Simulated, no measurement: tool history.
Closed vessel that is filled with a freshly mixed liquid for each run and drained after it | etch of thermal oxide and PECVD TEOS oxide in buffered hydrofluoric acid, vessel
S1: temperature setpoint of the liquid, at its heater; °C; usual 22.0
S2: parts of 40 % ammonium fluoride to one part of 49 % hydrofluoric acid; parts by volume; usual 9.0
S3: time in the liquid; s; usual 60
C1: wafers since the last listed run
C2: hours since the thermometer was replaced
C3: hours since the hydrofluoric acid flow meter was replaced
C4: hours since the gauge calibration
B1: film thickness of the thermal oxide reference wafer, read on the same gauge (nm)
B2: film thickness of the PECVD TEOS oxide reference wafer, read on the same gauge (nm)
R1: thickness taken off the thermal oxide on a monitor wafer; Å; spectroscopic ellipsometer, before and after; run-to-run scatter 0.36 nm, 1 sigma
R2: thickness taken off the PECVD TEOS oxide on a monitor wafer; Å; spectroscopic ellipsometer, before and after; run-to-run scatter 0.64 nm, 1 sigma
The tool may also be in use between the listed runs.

{"run": 1, "hour": 0.0, "S1": 22.0, "S2": 9.0, "S3": 75, "C1": 0, "C2": 1274.7, "C3": 446.5, "C4": 227.7, "B1": 49.99, "B2": 110.0, "R1": 903.1, "R2": 1345.4}
{"run": 2, "hour": 101.9, "S1": 22.0, "S2": 9.0, "S3": 60, "C1": 11326, "C2": 1376.6, "C3": 548.4, "C4": 329.6, "B1": 50.0, "B2": 110.03, "R1": 717.5, "R2": 1079.6}
{"run": 3, "hour": 120.2, "S1": 22.0, "S2": 9.0, "S3": 60, "C1": 2034, "C2": 1394.9, "C3": 566.7, "C4": 347.9, "B1": 50.04, "B2": 109.99, "R1": 721.9, "R2": 1098.7}
{"run": 4, "hour": 144.0, "S1": 22.0, "S2": 9.0, "S3": 60, "C1": 2645, "C2": 1418.7, "C3": 590.5, "C4": 371.7, "B1": 50.02, "B2": 109.98, "R1": 726.4, "R2": 1083.9}
{"run": 5, "hour": 162.0, "S1": 22.0, "S2": 9.0, "S3": 80, "C1": 2000, "C2": 1436.7, "C3": 608.5, "C4": 389.7, "B1": 50.0, "B2": 109.98, "R1": 968.0, "R2": 1443.8}
{"run": 6, "hour": 191.5, "S1": 22.0, "S2": 9.0, "S3": 80, "C1": 3278, "C2": 1466.2, "C3": 638.0, "C4": 419.2, "B1": 50.01, "B2": 110.01, "R1": 975.5, "R2": 1458.6}
{"run": 7, "hour": 204.0, "S1": 22.0, "S2": 9.0, "S3": 80, "C1": 1389, "C2": 1478.7, "C3": 650.5, "C4": 431.7, "B1": 50.02, "B2": 110.0, "R1": 972.8, "R2": 1446.0}
{"run": 8, "hour": 236.3, "S1": 20.0, "S2": 9.0, "S3": 60, "C1": 3590, "C2": 1511.0, "C3": 682.8, "C4": 464.0, "B1": 50.0, "B2": 109.99, "R1": 647.8, "R2": 984.3}
{"run": 9, "hour": 262.8, "S1": 24.5, "S2": 11.0, "S3": 85, "C1": 2945, "C2": 1537.5, "C3": 709.3, "C4": 490.5, "B1": 49.99, "B2": 109.99, "R1": 1007.2, "R2": 1523.8}
{"hour": 272.3, "done": "hydrofluoric acid flow meter replaced"}
{"hour": 276.8, "done": "thermometer replaced"}
{"run": 10, "hour": 284.5, "S1": 22.0, "S2": 7.0, "S3": 60, "C1": 2189, "C2": 7.7, "C3": 12.2, "C4": 512.2, "B1": 49.99, "B2": 110.02, "R1": 873.6, "R2": 1316.4}
{"run": 11, "hour": 304.8, "S1": 26.5, "S2": 8.0, "S3": 30, "C1": 2256, "C2": 28.0, "C3": 32.5, "C4": 532.5, "B1": 49.99, "B2": 109.99, "R1": 485.1, "R2": 718.9}
{"hour": 316.4, "done": "gauge calibrated"}
{"run": 12, "hour": 339.3, "S1": 23.5, "S2": 9.0, "S3": 60, "C1": 3834, "C2": 62.5, "C3": 67.0, "C4": 22.9, "B1": 49.98, "B2": 110.01, "R1": 728.4, "R2": 1090.4}
{"run": 13, "hour": 370.1, "S1": 22.0, "S2": 7.0, "S3": 60, "C1": 3423, "C2": 93.3, "C3": 97.8, "C4": 53.7, "B1": 50.0, "B2": 110.02, "R1": 881.7, "R2": 1325.5}
{"run": 14, "hour": 394.3, "S1": 22.0, "S2": 9.0, "S3": 60, "C1": 2689, "C2": 117.5, "C3": 122.0, "C4": 77.9, "B1": 49.98, "B2": 109.99, "R1": 666.9, "R2": 1009.4}
{"run": 15, "hour": 429.3, "S1": 22.0, "S2": 7.5, "S3": 60, "C1": 3890, "C2": 152.5, "C3": 157.0, "C4": 112.9, "B1": 50.0, "B2": 109.99, "R1": 814.4, "R2": 1238.8}
{"run": 16, "hour": 457.6, "S1": 22.0, "S2": 9.0, "S3": 60, "C1": 3145, "C2": 180.8, "C3": 185.3, "C4": 141.2, "B1": 50.03, "B2": 110.01, "R1": 673.0, "R2": 1004.7}
{"run": 17, "hour": 481.7, "S1": 20.0, "S2": 9.0, "S3": 75, "C1": 2678, "C2": 204.9, "C3": 209.4, "C4": 165.3, "B1": 50.02, "B2": 109.98, "R1": 755.0, "R2": 1126.5}

What if the next run were any one of these 4? Each begins from the tool's condition after run 17:
{"run": "A", "hour": 482.4, "S1": 26.5, "S2": 9.0, "S3": 60, "C1": 77, "C2": 205.6, "C3": 210.1, "C4": 166.0, "B1": "?", "B2": "?", "R1": "?", "R2": "?"}
{"run": "B", "hour": 482.4, "S1": 17.0, "S2": 10.5, "S3": 50, "C1": 77, "C2": 205.6, "C3": 210.1, "C4": 166.0, "B1": "?", "B2": "?", "R1": "?", "R2": "?"}
{"run": "C", "hour": 482.4, "S1": 26.5, "S2": 12.0, "S3": 35, "C1": 77, "C2": 205.6, "C3": 210.1, "C4": 166.0, "B1": "?", "B2": "?", "R1": "?", "R2": "?"}
{"run": "D", "hour": 482.4, "S1": 22.0, "S2": 9.0, "S3": 30, "C1": 77, "C2": 205.6, "C3": 210.1, "C4": 166.0, "B1": "?", "B2": "?", "R1": "?", "R2": "?"}

run=A B1=50.01 B2=109.99 R1=863.6 R2=1287.8
run=B B1=50.01 B2=109.99 R1=380.3 R2=567.0
run=C B1=50.01 B2=109.99 R1=394.8 R2=588.7
run=D B1=50.01 B2=109.99 R1=338.3 R2=504.4
Without the tool's unlogged condition, the same runs would have read:
run=A R1=842.6 R2=1256.5
run=B R1=370.4 R2=552.3
run=C R1=385.2 R2=574.4
run=D R1=329.8 R2=491.8
